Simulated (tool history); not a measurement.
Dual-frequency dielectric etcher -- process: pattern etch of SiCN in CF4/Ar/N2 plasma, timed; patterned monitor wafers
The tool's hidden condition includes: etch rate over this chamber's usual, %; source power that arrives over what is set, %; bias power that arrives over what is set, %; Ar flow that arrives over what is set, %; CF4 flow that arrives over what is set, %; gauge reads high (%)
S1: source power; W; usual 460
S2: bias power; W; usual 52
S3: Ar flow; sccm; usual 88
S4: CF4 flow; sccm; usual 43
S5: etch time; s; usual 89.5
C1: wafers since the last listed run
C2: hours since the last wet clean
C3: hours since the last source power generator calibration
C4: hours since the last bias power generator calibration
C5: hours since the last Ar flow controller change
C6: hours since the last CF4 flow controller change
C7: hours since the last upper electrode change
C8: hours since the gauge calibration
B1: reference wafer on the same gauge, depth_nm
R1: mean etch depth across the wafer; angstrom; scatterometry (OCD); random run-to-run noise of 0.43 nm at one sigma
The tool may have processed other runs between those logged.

run	hour	S1	S2	S3	S4	S5	C1	C2	C3	C4	C5	C6	C7	C8	B1	R1
1	0	460	52	88	43	89.5	0	185.4	4068.7	39.5	4326.7	3272	32.2	119	60.5	717
2	60.7	460	52	88	43	89.5	899	246.1	4129.4	100.2	4387.4	3332.7	92.9	179.7	60.5	721
3	85.8	460	52	88	43	89.5	371	271.2	4154.5	125.3	4412.5	3357.8	118	204.8	60.6	721
4	111.7	540	52	88	43	67.5	383	297.1	4180.4	151.2	4438.4	3383.7	143.9	230.7	60.5	645
5	151.2	490	52	88	34	68.5	585	336.6	4219.9	190.7	4477.9	3423.2	183.4	270.2	60.4	552
6	182.7	420	52	96	43	89.5	466	368.1	4251.4	222.2	4509.4	3454.7	214.9	301.7	60.5	651
7	216.1	460	52	88	43	89.5	494	401.5	4284.8	255.6	4542.8	3488.1	248.3	335.1	60.6	716
8	273.5	380	52	88	43	89.5	850	458.9	4342.2	313	4600.2	3545.5	305.7	392.5	60.5	581
9	324.7	460	52	88	38	75	758	510.1	4393.4	364.2	4651.4	3596.7	356.9	443.7	60.5	583
# hour 370.7: Ar flow controller replaced
# hour 374.6: wet clean of the chamber
10	396.1	460	52	88	37	89.5	910	21.5	4464.8	435.6	25.4	3668.1	428.3	515.1	60.5	693
11	422	540	44	109	43	107.5	383	47.4	4490.7	461.5	51.3	3694	454.2	541	60.5	953
12	477.1	460	52	88	43	89.5	816	102.5	4545.8	516.6	106.4	3749.1	509.3	596.1	60.6	717
13	527.2	460	52	88	38	75	742	152.6	4595.9	566.7	156.5	3799.2	559.4	646.2	60.6	589
# hour 645.8: CF4 flow controller replaced
# hour 659.4: source power generator calibrated
14	740.5	540	52	88	43	89.5	3012	365.9	81.1	780	369.8	94.7	772.7	859.5	60.5	819
15	799.8	460	52	88	43	89.5	878	425.2	140.4	839.3	429.1	154	832	918.8	60.5	683
16	865	420	58	98	43	98	966	490.4	205.6	904.5	494.3	219.2	897.2	984	60.5	692
17	899.2	460	52	88	37	89.5	506	524.6	239.8	938.7	528.5	253.4	931.4	1018.2	60.5	666
18	926.5	390	52	94	43	89.5	404	551.9	267.1	966	555.8	280.7	958.7	1045.5	60.6	571
# hour 961.4: wet clean of the chamber
19	986.1	390	48	88	43	89.5	527	24.7	326.7	1025.6	615.4	340.3	1018.3	1105.1	60.5	571
20	1015	560	52	69	39	69.5	428	53.6	355.6	1054.5	644.3	369.2	1047.2	1134	60.5	660
21	1047.8	460	52	88	53	89.5	486	86.4	388.4	1087.3	677.1	402	1080	1166.8	60.5	726
22	1107.6	460	52	88	43	89.5	886	146.2	448.2	1147.1	736.9	461.8	1139.8	1226.6	60.5	697

3 options for the next run, each taken on its own from the tool as it stands now. Forecast them:
A	1108	460	52	77	43	89.5	5	146.6	448.6	1147.5	737.3	462.2	1140.2	1227	?	?
B	1108	460	63	103	37	81	5	146.6	448.6	1147.5	737.3	462.2	1140.2	1227	?	?
C	1108	460	52	88	35	89.5	5	146.6	448.6	1147.5	737.3	462.2	1140.2	1227	?	?

run	B1	R1
A	60.4	709
B	60.4	624
C	60.4	657
With the hidden condition removed and each run's random variation left untouched, the same runs would have given:
run	R1
A	699
B	616
C	648
